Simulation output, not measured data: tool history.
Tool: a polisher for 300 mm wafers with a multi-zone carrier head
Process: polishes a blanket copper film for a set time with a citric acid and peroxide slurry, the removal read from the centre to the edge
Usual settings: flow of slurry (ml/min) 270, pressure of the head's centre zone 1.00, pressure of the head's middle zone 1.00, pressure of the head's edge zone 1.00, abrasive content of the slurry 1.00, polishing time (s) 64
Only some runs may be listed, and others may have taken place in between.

run   hour  flow of slurry (ml/min)  pressure of the head's centre zone  pressure of the head's middle zone  pressure of the head's edge zone  abrasive content of the slurry  polishing time (s)  incoming thickness of the incoming film, nm  film removed at the wafer's centre (nm)  film removed at mid-radius (nm)  film removed at the wafer's edge (nm)
  1    0.0                      270                                1.00                                1.00                              1.00                            1.00                  64                                       1188.0                                    195.3                            188.1                                  183.6
  2   20.6                      270                                1.00                                1.00                              1.00                            1.20                  64                                       1174.7                                    200.7                            197.6                                  192.6
  3   52.2                      270                                1.00                                1.00                              1.00                            1.00                  64                                       1178.4                                    195.0                            190.4                                  184.7
      78.1  -- worn pad replaced by a new one
  4   78.6                      270                                1.00                                1.00                              0.92                            1.00                  64                                       1197.5                                    196.6                            189.8                                  177.5
  5  108.0                      270                                1.00                                1.00                              1.00                            1.00                  64                                       1188.2                                    196.3                            190.1                                  183.3
  6  129.7                      270                                1.00                                1.00                              1.00                            1.00                  64                                       1188.7                                    196.3                            183.7                                  185.2
  7  153.0                      270                                1.00                                1.00                              1.00                            1.00                  57                                       1175.8                                    176.4                            170.4                                  164.4
  8  170.6                      245                                0.95                                1.00                              1.00                            1.25                  43                                       1168.8                                    133.1                            130.4                                  131.6
  9  185.7                      215                                0.88                                0.89                              1.00                            1.00                  78                                       1187.3                                    209.2                            205.6                                  220.5
 10  213.2                      270                                1.04                                0.97                              1.00                            0.80                  80                                       1190.5                                    244.8                            215.9                                  215.7
 11  234.4                      215                                1.00                                0.88                              1.00                            1.25                  64                                       1177.6                                    207.4                            174.3                                  191.0
     253.5  -- edge zone pressure recalibrated
 12  268.6                      270                                0.97                                1.08                              1.00                            1.00                  64                                       1170.2                                    194.2                            200.0                                  182.7
 13  288.3                      270                                1.07                                1.00                              0.91                            1.00                  64                                       1180.0                                    216.4                            185.5                                  174.2
     299.6  -- worn pad replaced by a new one
 14  316.5                      270                                1.00                                1.00                              1.00                            1.00                  64                                       1180.2                                    201.4                            185.4                                  184.3
 15  345.5                      270                                1.00                                1.00                              1.00                            1.00                  64                                       1201.9                                    201.3                            187.7                                  180.5
 16  373.4                      270                                1.09                                1.00                              1.00                            1.00                  64                                       1189.5                                    220.7                            185.7                                  185.9
 17  458.0                      270                                1.00                                1.11                              1.00                            1.00                  64                                       1176.5                                    203.8                            207.9                                  184.9
 18  486.4                      270                                1.07                                1.00                              1.12                            1.15                  56                                       1164.6                                    198.6                            167.7                                  176.6
     510.7  -- worn pad replaced by a new one
 19  519.0                      270                                1.00                                1.00                              1.11                            1.00                  64                                       1156.6                                    203.5                            188.5                                  194.6
 20  532.8                      270                                1.00                                1.00                              1.00                            1.00                  64                                       1193.8                                    205.4                            186.7                                  182.7
 21  548.8                      270                                1.00                                1.00                              1.05                            0.70                  64                                       1177.4                                    184.8                            169.7                                  172.6
 22  566.6                      270                                1.00                                1.00                              1.00                            1.00                  64                                       1188.2                                    203.8                            188.4                                  183.2
 23  584.4                      270                                1.00                                1.00                              1.00                            0.75                  64                                       1159.8                                    189.0                            172.9                                  170.5

Below, each run's measurement less what the same run would have read without the hidden state. Both values contain the same run-to-run variation, but the gauge's scatter may not be the same in both:
The tool's hidden condition here consists of: removal rate lost through wear of the pad, %; slurry flow missing at the pad, %; deviation of the centre zone's pressure from its setpoint, %; deviation of the edge zone's pressure from its setpoint, %.
run  film removed at the wafer's centre (nm)
  1                                     +7.6
  2                                     +8.5
  3                                     +9.3
  4                                    +10.0
  5                                    +10.8
  6                                    +11.3
  7                                    +10.6
  8                                     +8.3
  9                                    +13.5
 10                                    +16.2
 11                                    +14.1
 12                                    +13.8
 13                                    +15.6
 14                                    +15.0
 15                                    +15.4
 16                                    +17.1
 17                                    +16.9
 18                                    +16.6
 19                                    +17.4
 20                                    +17.6
 21                                    +16.0
 22                                    +17.7
 23                                    +16.6
film removed at mid-radius (nm) without the hidden state stays within 0.1 of what was measured, in all runs.
film removed at the wafer's edge (nm): 0 in every run.

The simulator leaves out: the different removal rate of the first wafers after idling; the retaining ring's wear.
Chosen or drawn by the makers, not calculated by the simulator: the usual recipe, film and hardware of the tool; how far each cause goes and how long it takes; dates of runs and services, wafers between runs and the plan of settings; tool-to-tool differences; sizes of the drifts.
